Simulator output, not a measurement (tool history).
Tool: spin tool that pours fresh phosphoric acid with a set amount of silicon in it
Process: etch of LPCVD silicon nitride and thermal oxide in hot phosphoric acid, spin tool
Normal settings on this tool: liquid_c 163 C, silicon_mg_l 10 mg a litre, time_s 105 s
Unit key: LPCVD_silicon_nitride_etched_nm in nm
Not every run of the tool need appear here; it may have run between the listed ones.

run	day	liquid_c	silicon_mg_l	time_s	read-back film thickness of the LPCVD silicon nitride reference wafer, read on the same gauge (nm)	LPCVD_silicon_nitride_etched_nm
1	0	163	10	105	150.02	9.27
2	0.629	163	10	105	150	9.38
3	2.083	163	10	105	150.01	9.4
4	2.979	163	10	105	149.98	9.39
5	4.258	163	10	105	150	9.38
6	5.646	163	10	105	149.99	9.33
7	6.917	163	10	105	149.94	9.39
8	7.746	163	10	105	150.03	9.43
9	9.038	163	8.5	105	149.98	9.33
# day 9.112: heated supply line repaired
# day 9.65: dissolved silicon flow meter replaced
10	10.475	163	8.5	105	150.02	10.65
# day 10.779: gauge calibrated
11	11.404	163	8	105	150	10.6
12	12.454	160.5	8	105	149.94	9.79
13	13.192	161	17	60	149.98	5.73
14	14.433	163	10	105	150.05	10.68
15	15.204	165.5	10	155	150	17.25
16	15.954	163	10	80	150.01	8.11
# day 16.179: thermometer replaced
17	17.238	163	10	105	149.96	9.85
18	18.525	163	10	105	149.99	9.81
19	19.362	163	7.5	105	149.97	9.85
20	19.904	161	14	105	149.98	9.13
21	20.471	163	10	105	150.02	9.84
22	21.917	165	2.5	80	149.97	8.02

Here are 4 independent what-if runs from the current tool condition. What would each one return?
A	21.933	163	10	105	?	?
B	21.933	166	5.5	105	?	?
C	21.933	165.5	6.5	105	?	?
D	21.933	163	6.5	105	?	?

run	read-back film thickness of the LPCVD silicon nitride reference wafer, read on the same gauge (nm)	LPCVD_silicon_nitride_etched_nm
A	150.03	9.82
B	150.03	10.84
C	150.03	10.66
D	150.03	9.82
The same runs, with their run-to-run variation unchanged, on a tool lacking any hidden condition would have given:
run	LPCVD_silicon_nitride_etched_nm
A	10
B	11.04
C	10.86
D	10
